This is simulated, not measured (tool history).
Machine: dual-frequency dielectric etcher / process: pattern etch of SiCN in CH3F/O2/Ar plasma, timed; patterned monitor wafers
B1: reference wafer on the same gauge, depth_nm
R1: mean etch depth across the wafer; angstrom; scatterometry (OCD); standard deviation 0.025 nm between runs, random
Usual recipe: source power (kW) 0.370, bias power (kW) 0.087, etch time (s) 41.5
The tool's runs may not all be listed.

{"run": 1, "hour": 0.0, "source power (kW)": 0.37, "bias power (kW)": 0.087, "etch time (s)": 32.0, "B1": 17.3, "R1": 129.5}
{"run": 2, "hour": 20.2, "source power (kW)": 0.37, "bias power (kW)": 0.087, "etch time (s)": 32.0, "B1": 17.29, "R1": 129.7}
{"hour": 49.4, "done": "wet clean of the chamber"}
{"run": 3, "hour": 115.5, "source power (kW)": 0.37, "bias power (kW)": 0.095, "etch time (s)": 41.5, "B1": 17.31, "R1": 170.1}
{"run": 4, "hour": 135.4, "source power (kW)": 0.37, "bias power (kW)": 0.087, "etch time (s)": 41.5, "B1": 17.3, "R1": 166.5}
{"run": 5, "hour": 156.1, "source power (kW)": 0.37, "bias power (kW)": 0.087, "etch time (s)": 41.5, "B1": 17.3, "R1": 166.7}
{"run": 6, "hour": 188.3, "source power (kW)": 0.37, "bias power (kW)": 0.087, "etch time (s)": 41.5, "B1": 17.31, "R1": 166.9}
{"run": 7, "hour": 200.8, "source power (kW)": 0.37, "bias power (kW)": 0.087, "etch time (s)": 41.5, "B1": 17.29, "R1": 167.4}
{"run": 8, "hour": 233.5, "source power (kW)": 0.37, "bias power (kW)": 0.087, "etch time (s)": 41.5, "B1": 17.29, "R1": 167.8}
{"run": 9, "hour": 257.0, "source power (kW)": 0.43, "bias power (kW)": 0.087, "etch time (s)": 41.5, "B1": 17.29, "R1": 179.4}
{"hour": 277.1, "done": "source power generator calibrated"}
{"run": 10, "hour": 281.2, "source power (kW)": 0.37, "bias power (kW)": 0.087, "etch time (s)": 41.5, "B1": 17.3, "R1": 167.6}
{"hour": 314.9, "done": "bias power generator calibrated"}
{"run": 11, "hour": 315.4, "source power (kW)": 0.37, "bias power (kW)": 0.087, "etch time (s)": 41.5, "B1": 17.31, "R1": 166.2}
{"hour": 368.4, "done": "upper electrode replaced"}
{"run": 12, "hour": 368.9, "source power (kW)": 0.29, "bias power (kW)": 0.096, "etch time (s)": 41.5, "B1": 17.3, "R1": 151.2}
{"run": 13, "hour": 369.2, "source power (kW)": 0.37, "bias power (kW)": 0.087, "etch time (s)": 41.5, "B1": 17.3, "R1": 166.2}

Forecast run 14:
{"run": 14, "hour": 388.3, "source power (kW)": 0.32, "bias power (kW)": 0.1, "etch time (s)": 54.0, "B1": "?", "R1": "?"}

B1: 17.30
R1: 209.6 angstrom
With no hidden state in the tool, this same run would have given R1 206.8 angstrom.
